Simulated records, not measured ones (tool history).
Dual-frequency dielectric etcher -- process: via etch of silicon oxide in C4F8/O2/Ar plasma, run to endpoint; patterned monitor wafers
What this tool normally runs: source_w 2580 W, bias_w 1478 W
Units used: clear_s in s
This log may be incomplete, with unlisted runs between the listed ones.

run   hour  source_w  bias_w  wafers since the last listed run  hours since the last wet clean  hours since the last source power generator calibration  hours since the last bias power generator calibration  hours since the last upper electrode change  incoming incoming film thickness, nm  clear_s
  1      0      2580    1478                                 0                             345                                                   3141.5                                                 1229.5                                       4052.3                                1221.7    226.6
        31  -- upper electrode replaced
      38.3  -- wet clean of the chamber
  2   38.8      2580    1478                                56                             0.5                                                   3180.3                                                 1268.3                                          7.8                                1219.8      238
  3   39.2      2580    1478                                 3                             0.9                                                   3180.7                                                 1268.7                                          8.2                                1214.4    234.3
  4   42.3      3040    1478                                23                               4                                                   3183.8                                                 1271.8                                         11.3                                1240.3    225.6
  5     49      3040    1478                                50                            10.7                                                   3190.5                                                 1278.5                                           18                                1220.3    222.5
  6   55.3      3040    1478                                47                              17                                                   3196.8                                                 1284.8                                         24.3                                1228.4    223.2
  7   72.8      2170    1478                               131                            34.5                                                   3214.3                                                 1302.3                                         41.8                                  1221    247.3
  8   88.3      2170    1478                               116                              50                                                   3229.8                                                 1317.8                                         57.3                                1232.2    249.7
  9  103.4      2580    1478                               113                            65.1                                                   3244.9                                                 1332.9                                         72.4                                  1228    235.5
 10  120.2      3030    1606                               126                            81.9                                                   3261.7                                                 1349.7                                         89.2                                1227.3    214.9
 11  134.4      2240    1221                               106                            96.1                                                   3275.9                                                 1363.9                                        103.4                                1225.9      258
 12  149.8      2810    1716                               115                           111.5                                                   3291.3                                                 1379.3                                        118.8                                1218.2    215.5
 13  157.3      2950    1227                                56                             119                                                   3298.8                                                 1386.8                                        126.3                                1217.1    232.4
 14  174.4      2060    1133                               128                           136.1                                                   3315.9                                                 1403.9                                        143.4                                1228.7    272.2
 15  180.5      2950    1227                                45                           142.2                                                     3322                                                   1410                                        149.5                                1223.1    234.4
     193.1  -- bias power generator calibrated
 16  197.4      2580    1201                                97                           159.1                                                   3338.9                                                    4.3                                        166.4                                1226.8    245.9
 17  203.5      2920    1599                                45                           165.2                                                     3345                                                   10.4                                        172.5                                1224.8    216.7
 18  219.7      2580    1197                               121                           181.4                                                   3361.2                                                   26.6                                        188.7                                1227.5    248.7
 19  235.2      3140    1126                               116                           196.9                                                   3376.7                                                   42.1                                        204.2                                1213.6    229.9
     242.8  -- source power generator calibrated
 20  248.3      2190    1238                                68                             210                                                      5.5                                                   55.2                                        217.3                                1222.6    257.2
 21  263.5      2930    1191                               114                           225.2                                                     20.7                                                   70.4                                        232.5                                1237.8    238.6
 22  272.4      3040    1478                                66                           234.1                                                     29.6                                                   79.3                                        241.4                                1222.7    216.6
 23  287.3      2580    1478                               112                             249                                                     44.5                                                   94.2                                        256.3                                1221.5    228.8
 24  293.3      3210    1819                                45                             255                                                     50.5                                                  100.2                                        262.3                                1222.9    199.7
 25  306.5      2190    1238                                99                           268.2                                                     63.7                                                  113.4                                        275.5                                1227.9    257.1
 26  317.8      2090    1717                                85                           279.5                                                       75                                                  124.7                                        286.8                                1204.4    231.3
 27  367.7      2270    1478                               375                           329.4                                                    124.9                                                  174.6                                        336.7                                1231.8    239.4
 28  376.9      2780    1245                                69                           338.6                                                    134.1                                                  183.8                                        345.9                                1216.3    229.8
 29  387.5      2580    1478                                79                           349.2                                                    144.7                                                  194.4                                        356.5                                1218.4    226.8
 30  400.7      2060    1245                                99                           362.4                                                    157.9                                                  207.6                                        369.7                                1222.8      258
 31  414.3      2580    1478                               102                             376                                                    171.5                                                  221.2                                        383.3                                1220.8    226.7
 32  426.3      3040    1478                                90                             388                                                    183.5                                                  233.2                                        395.3                                1228.6    212.2
 33    439      2890    1318                                95                           400.7                                                    196.2                                                  245.9                                          408                                1226.5    221.8
 34  455.1      2240    1221                               121                           416.8                                                    212.3                                                    262                                        424.1                                1226.5    250.1

What if the next run were any one of these 5? Each begins from the tool's condition after run 34:
  A  455.6      2580    1478                                 3                           417.3                                                    212.8                                                  262.5                                        424.6                                1211.8        ?
  B  455.6      2750    1218                                 3                           417.3                                                    212.8                                                  262.5                                        424.6                                1211.8        ?
  C  455.6      2810    1832                                 3                           417.3                                                    212.8                                                  262.5                                        424.6                                1211.8        ?
  D  455.6      2790    1351                                 3                           417.3                                                    212.8                                                  262.5                                        424.6                                1211.8        ?
  E  455.6      2580    1819                                 3                           417.3                                                    212.8                                                  262.5                                        424.6                                1211.8        ?

run  clear_s
  A    224.3
  B      232
  C    204.1
  D      224
  E    210.7
Without the tool's hidden state the same runs would have given:
run  clear_s
  A    236.1
  B    244.2
  C    214.9
  D    235.8
  E    221.8
